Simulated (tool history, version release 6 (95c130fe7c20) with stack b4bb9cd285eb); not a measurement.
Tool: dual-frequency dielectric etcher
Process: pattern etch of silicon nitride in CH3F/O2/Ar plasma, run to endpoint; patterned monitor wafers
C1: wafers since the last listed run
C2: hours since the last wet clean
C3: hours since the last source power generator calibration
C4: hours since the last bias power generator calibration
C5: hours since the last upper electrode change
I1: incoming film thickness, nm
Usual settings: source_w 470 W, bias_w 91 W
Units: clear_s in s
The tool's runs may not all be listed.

run 1 hour=0.0 | source_w=470 bias_w=91 | C1=0 C2=234.5 C3=2579.6 C4=4315.4 C5=3629.8 | I1=19.99 | clear_s=28.1
run 2 hour=14.3 | source_w=470 bias_w=91 | C1=207 C2=248.8 C3=2593.9 C4=4329.7 C5=3644.1 | I1=20.01 | clear_s=28.1
run 3 hour=24.8 | source_w=470 bias_w=91 | C1=152 C2=259.3 C3=2604.4 C4=4340.2 C5=3654.6 | I1=20.12 | clear_s=28.3
run 4 hour=38.1 | source_w=470 bias_w=103 | C1=193 C2=272.6 C3=2617.7 C4=4353.5 C5=3667.9 | I1=19.74 | clear_s=26.6
run 5 hour=44.1 | source_w=470 bias_w=91 | C1=87 C2=278.6 C3=2623.7 C4=4359.5 C5=3673.9 | I1=19.97 | clear_s=28.1
run 6 hour=59.2 | source_w=540 bias_w=105 | C1=219 C2=293.7 C3=2638.8 C4=4374.6 C5=3689.0 | I1=19.82 | clear_s=25.1
run 7 hour=71.9 | source_w=540 bias_w=105 | C1=184 C2=306.4 C3=2651.5 C4=4387.3 C5=3701.7 | I1=19.90 | clear_s=25.2
run 8 hour=84.7 | source_w=540 bias_w=105 | C1=186 C2=319.2 C3=2664.3 C4=4400.1 C5=3714.5 | I1=19.77 | clear_s=25.1
run 9 hour=92.6 | source_w=470 bias_w=91 | C1=114 C2=327.1 C3=2672.2 C4=4408.0 C5=3722.4 | I1=20.00 | clear_s=28.1
run 10 hour=99.9 | source_w=470 bias_w=91 | C1=106 C2=334.4 C3=2679.5 C4=4415.3 C5=3729.7 | I1=19.99 | clear_s=28.2
run 11 hour=116.2 | source_w=470 bias_w=91 | C1=237 C2=350.7 C3=2695.8 C4=4431.6 C5=3746.0 | I1=19.87 | clear_s=28.1
run 12 hour=123.2 | source_w=470 bias_w=91 | C1=101 C2=357.7 C3=2702.8 C4=4438.6 C5=3753.0 | I1=19.94 | clear_s=28.1
run 13 hour=132.8 | source_w=470 bias_w=91 | C1=139 C2=367.3 C3=2712.4 C4=4448.2 C5=3762.6 | I1=20.00 | clear_s=28.4
-- hour=138.4 source power generator calibrated
run 14 hour=148.7 | source_w=470 bias_w=91 | C1=173 C2=383.2 C3=10.3 C4=4464.1 C5=3778.5 | I1=19.93 | clear_s=28.4
run 15 hour=162.6 | source_w=470 bias_w=91 | C1=202 C2=397.1 C3=24.2 C4=4478.0 C5=3792.4 | I1=20.16 | clear_s=28.5
run 16 hour=176.3 | source_w=470 bias_w=91 | C1=199 C2=410.8 C3=37.9 C4=4491.7 C5=3806.1 | I1=20.00 | clear_s=28.5
run 17 hour=192.9 | source_w=470 bias_w=91 | C1=241 C2=427.4 C3=54.5 C4=4508.3 C5=3822.7 | I1=20.01 | clear_s=28.5
run 18 hour=206.1 | source_w=420 bias_w=91 | C1=191 C2=440.6 C3=67.7 C4=4521.5 C5=3835.9 | I1=19.70 | clear_s=29.5
run 19 hour=216.9 | source_w=470 bias_w=91 | C1=157 C2=451.4 C3=78.5 C4=4532.3 C5=3846.7 | I1=19.96 | clear_s=28.4
-- hour=227.3 bias power generator calibrated
run 20 hour=227.8 | source_w=470 bias_w=91 | C1=100 C2=462.3 C3=89.4 C4=0.5 C5=3857.6 | I1=19.88 | clear_s=28.4
run 21 hour=232.2 | source_w=470 bias_w=81 | C1=63 C2=466.7 C3=93.8 C4=4.9 C5=3862.0 | I1=20.08 | clear_s=29.9
run 22 hour=248.9 | source_w=410 bias_w=91 | C1=242 C2=483.4 C3=110.5 C4=21.6 C5=3878.7 | I1=19.82 | clear_s=29.9
-- hour=275.0 upper electrode replaced
-- hour=279.3 wet clean of the chamber
run 23 hour=279.8 | source_w=470 bias_w=91 | C1=37 C2=0.5 C3=141.4 C4=52.5 C5=4.8 | I1=19.97 | clear_s=27.9
run 24 hour=280.1 | source_w=470 bias_w=91 | C1=4 C2=0.8 C3=141.7 C4=52.8 C5=5.1 | I1=19.83 | clear_s=27.6
run 25 hour=280.5 | source_w=590 bias_w=74 | C1=5 C2=1.2 C3=142.1 C4=53.2 C5=5.5 | I1=19.83 | clear_s=26.9
run 26 hour=289.1 | source_w=470 bias_w=91 | C1=125 C2=9.8 C3=150.7 C4=61.8 C5=14.1 | I1=20.05 | clear_s=28.0
run 27 hour=297.0 | source_w=530 bias_w=104 | C1=114 C2=17.7 C3=158.6 C4=69.7 C5=22.0 | I1=19.87 | clear_s=25.2
run 28 hour=309.3 | source_w=380 bias_w=78 | C1=178 C2=30.0 C3=170.9 C4=82.0 C5=34.3 | I1=20.04 | clear_s=32.3
run 29 hour=322.7 | source_w=540 bias_w=91 | C1=194 C2=43.4 C3=184.3 C4=95.4 C5=47.7 | I1=19.86 | clear_s=26.1
run 30 hour=332.2 | source_w=400 bias_w=69 | C1=138 C2=52.9 C3=193.8 C4=104.9 C5=57.2 | I1=19.97 | clear_s=32.7
run 31 hour=341.5 | source_w=470 bias_w=91 | C1=135 C2=62.2 C3=203.1 C4=114.2 C5=66.5 | I1=19.85 | clear_s=27.8
run 32 hour=354.2 | source_w=420 bias_w=101 | C1=184 C2=74.9 C3=215.8 C4=126.9 C5=79.2 | I1=19.73 | clear_s=28.0
run 33 hour=364.8 | source_w=520 bias_w=91 | C1=154 C2=85.5 C3=226.4 C4=137.5 C5=89.8 | I1=19.73 | clear_s=26.4
run 34 hour=380.5 | source_w=580 bias_w=70 | C1=228 C2=101.2 C3=242.1 C4=153.2 C5=105.5 | I1=19.75 | clear_s=27.6
run 35 hour=398.0 | source_w=540 bias_w=69 | C1=254 C2=118.7 C3=259.6 C4=170.7 C5=123.0 | I1=19.95 | clear_s=28.9

3 ways to go on from here, each from the tool as it stands after run 35. What would each give?
run A hour=398.4 | source_w=470 bias_w=91 | C1=5 C2=119.1 C3=260.0 C4=171.1 C5=123.4 | I1=19.85 | clear_s=?
run B hour=398.4 | source_w=510 bias_w=77 | C1=5 C2=119.1 C3=260.0 C4=171.1 C5=123.4 | I1=19.85 | clear_s=?
run C hour=398.4 | source_w=590 bias_w=91 | C1=5 C2=119.1 C3=260.0 C4=171.1 C5=123.4 | I1=19.85 | clear_s=?

run=A clear_s=28.0
run=B clear_s=28.5
run=C clear_s=25.5
Without the tool's hidden state the same runs would have given:
run=A clear_s=27.6
run=B clear_s=28.1
run=C clear_s=25.1

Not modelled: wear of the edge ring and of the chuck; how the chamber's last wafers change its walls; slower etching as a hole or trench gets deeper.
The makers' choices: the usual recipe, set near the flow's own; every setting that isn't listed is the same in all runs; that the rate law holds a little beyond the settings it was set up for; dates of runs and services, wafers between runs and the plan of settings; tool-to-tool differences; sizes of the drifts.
